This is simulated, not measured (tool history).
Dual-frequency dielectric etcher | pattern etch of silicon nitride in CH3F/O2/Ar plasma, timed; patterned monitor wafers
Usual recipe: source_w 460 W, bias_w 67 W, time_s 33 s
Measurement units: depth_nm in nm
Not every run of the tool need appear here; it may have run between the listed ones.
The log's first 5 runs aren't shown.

| run | hour | source_w | bias_w | time_s | wafers since the last listed run | hours since the last wet clean | hours since the last source power generator calibration | hours since the last bias power generator calibration | hours since the last upper electrode change | hours since the gauge calibration | read-back reference wafer on the same gauge, depth_nm | depth_nm |
|---|---|---|---|---|---|---|---|---|---|---|---|---|
| 6 | 52.6 | 540 | 67 | 33 | 252 | 515.4 | 4130.9 | 20.7 | 5068.5 | 352.6 | 23 | 22.31 |
| 7 | 67.2 | 460 | 67 | 33 | 273 | 530 | 4145.5 | 35.3 | 5083.1 | 367.2 | 23.01 | 20.94 |
|  | 89.5 | gauge calibrated |
|  | 95.9 | upper electrode replaced, of another model than before |
| 8 | 96.4 | 460 | 67 | 33 | 97 | 559.2 | 4174.7 | 64.5 | 0.5 | 6.9 | 23.01 | 21.11 |
| 9 | 132.4 | 460 | 67 | 33 | 673 | 595.2 | 4210.7 | 100.5 | 36.5 | 42.9 | 23.01 | 21 |
| 10 | 150.1 | 460 | 67 | 33 | 330 | 612.9 | 4228.4 | 118.2 | 54.2 | 60.6 | 22.98 | 20.82 |
|  | 177.2 | wet clean of the chamber |
| 11 | 177.7 | 460 | 73 | 33 | 67 | 0.5 | 4256 | 145.8 | 81.8 | 88.2 | 23 | 21.9 |
| 12 | 178 | 460 | 67 | 29.5 | 5 | 0.8 | 4256.3 | 146.1 | 82.1 | 88.5 | 23.01 | 19.54 |
| 13 | 189 | 400 | 58 | 28 | 205 | 11.8 | 4267.3 | 157.1 | 93.1 | 99.5 | 23.03 | 17.7 |
| 14 | 205.2 | 500 | 67 | 40 | 302 | 28 | 4283.5 | 173.3 | 109.3 | 115.7 | 23.01 | 26.73 |
| 15 | 218.2 | 460 | 73 | 33 | 243 | 41 | 4296.5 | 186.3 | 122.3 | 128.7 | 23 | 22.01 |
| 16 | 233 | 460 | 67 | 33 | 276 | 55.8 | 4311.3 | 201.1 | 137.1 | 143.5 | 23.04 | 21.97 |
| 17 | 248.5 | 500 | 73 | 23.5 | 289 | 71.3 | 4326.8 | 216.6 | 152.6 | 159 | 23 | 15.93 |
| 18 | 264 | 390 | 67 | 36.5 | 289 | 86.8 | 4342.3 | 232.1 | 168.1 | 174.5 | 23 | 23.41 |

What will run 19 give?
| 19 | 272.5 | 510 | 67 | 33 | 158 | 95.3 | 4350.8 | 240.6 | 176.6 | 183 | ? | ? |

read-back reference wafer on the same gauge, depth_nm: 23.01
depth_nm: 21.95 nm
Without the tool's hidden state the same run would have given depth_nm 21.99 nm.
